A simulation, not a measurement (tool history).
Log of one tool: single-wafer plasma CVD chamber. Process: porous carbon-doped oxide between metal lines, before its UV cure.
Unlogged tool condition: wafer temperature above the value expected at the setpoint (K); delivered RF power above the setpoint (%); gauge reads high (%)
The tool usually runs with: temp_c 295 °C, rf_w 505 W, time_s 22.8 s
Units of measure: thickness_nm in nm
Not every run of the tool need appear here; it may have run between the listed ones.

run,hour,temp_c,rf_w,time_s,wafers since the last listed run,hours since the last thermocouple change,hours since the last RF generator calibration,hours since the showerhead was replaced,hours since the gauge calibration,"read-back reference wafer on the same gauge, thickness_nm",thickness_nm
1,0,295,505,22.8,0,1254.5,1190.4,6245.3,846.6,111.014,129.457
# hour 73.2: RF generator calibrated
2,73.7,295,505,22.8,1072,1328.2,0.5,6319,920.3,110.971,132.943
3,294.4,295,505,22.8,3604,1548.9,221.2,6539.7,1141,111.04,132.198
4,336.6,295,505,22.8,689,1591.1,263.4,6581.9,1183.2,110.759,131.025
5,391.7,295,575,25.3,899,1646.2,318.5,6637,1238.3,111.131,163.788
6,445.9,295,575,25.3,885,1700.4,372.7,6691.2,1292.5,110.854,163.213
7,510.3,295,575,25.3,1051,1764.8,437.1,6755.6,1356.9,110.826,164.328
8,572.5,295,505,22.8,1015,1827,499.3,6817.8,1419.1,111.013,131.261
9,651.4,295,505,22.8,1288,1905.9,578.2,6896.7,1498,110.969,131.299
10,754.1,295,505,24.6,1677,2008.6,680.9,6999.4,1600.7,110.962,140.245
11,791.4,295,505,24.6,609,2045.9,718.2,7036.7,1638,111.013,140.631
12,881,295,505,22.8,1463,2135.5,807.8,7126.3,1727.6,110.819,129.123
13,920.1,295,505,22.8,638,2174.6,846.9,7165.4,1766.7,111.129,129.648
14,986.3,295,505,22.8,1081,2240.8,913.1,7231.6,1832.9,110.973,129.034
# hour 1034.8: showerhead replaced
15,1088.1,287,405,22.8,1531,2342.6,1014.9,53.3,1934.7,111.05,104.782
16,1147.1,287,505,18.9,963,2401.6,1073.9,112.3,1993.7,111.03,113.008
# hour 1158.9: thermocouple changed; heater temperature recalibrated
# hour 1209.4: gauge calibrated
17,1214,295,505,22.8,961,55.1,1140.8,179.2,4.6,110.884,128.198
18,1259.1,287,505,18.9,736,100.2,1185.9,224.3,49.7,111.094,111.966
19,1330.7,310,575,19.2,1169,171.8,1257.5,295.9,121.3,110.887,113.631
20,1410,295,505,22.8,1295,251.1,1336.8,375.2,200.6,110.963,127.911
# hour 1451.5: RF generator calibrated
21,1452,283,505,22.8,555,293.1,0.5,417.2,242.6,111.212,141.818
22,1554.1,286,405,22.8,1667,395.2,102.6,519.3,344.7,111.051,107.915
23,1652.5,295,505,27.3,1606,493.6,201,617.7,443.1,111.239,157.774
24,1723.2,310,465,22.8,1154,564.3,271.7,688.4,513.8,110.812,111.83
25,1778.1,284,550,25.6,896,619.2,326.6,743.3,568.7,111.04,170.924
26,1864.3,295,505,22.8,1407,705.4,412.8,829.5,654.9,110.923,131.144
27,1956.1,310,580,25.9,1499,797.2,504.6,921.3,746.7,110.91,156.356
28,2005.7,295,560,24.3,809,846.8,554.2,970.9,796.3,111.074,153.864
29,2049.4,295,505,24.4,713,890.5,597.9,1014.6,840,110.981,139.175

Below are 5 alternative next runs, each starting from the tool's condition after run 29. Predict each:
A,2049.8,295,505,22.8,6,890.9,598.3,1015,840.4,?,?
B,2049.8,282,570,19.1,6,890.9,598.3,1015,840.4,?,?
C,2049.8,295,600,22.8,6,890.9,598.3,1015,840.4,?,?
D,2049.8,295,505,19.5,6,890.9,598.3,1015,840.4,?,?
E,2049.8,299,410,19.3,6,890.9,598.3,1015,840.4,?,?

run,"read-back reference wafer on the same gauge, thickness_nm",thickness_nm
A,111.034,130.266
B,111.034,132.391
C,111.034,152.69
D,111.034,112.014
E,111.034,85.286
Without the tool's hidden state the same runs would have given:
run,thickness_nm
A,132.219
B,134.317
C,154.912
D,113.693
E,86.821

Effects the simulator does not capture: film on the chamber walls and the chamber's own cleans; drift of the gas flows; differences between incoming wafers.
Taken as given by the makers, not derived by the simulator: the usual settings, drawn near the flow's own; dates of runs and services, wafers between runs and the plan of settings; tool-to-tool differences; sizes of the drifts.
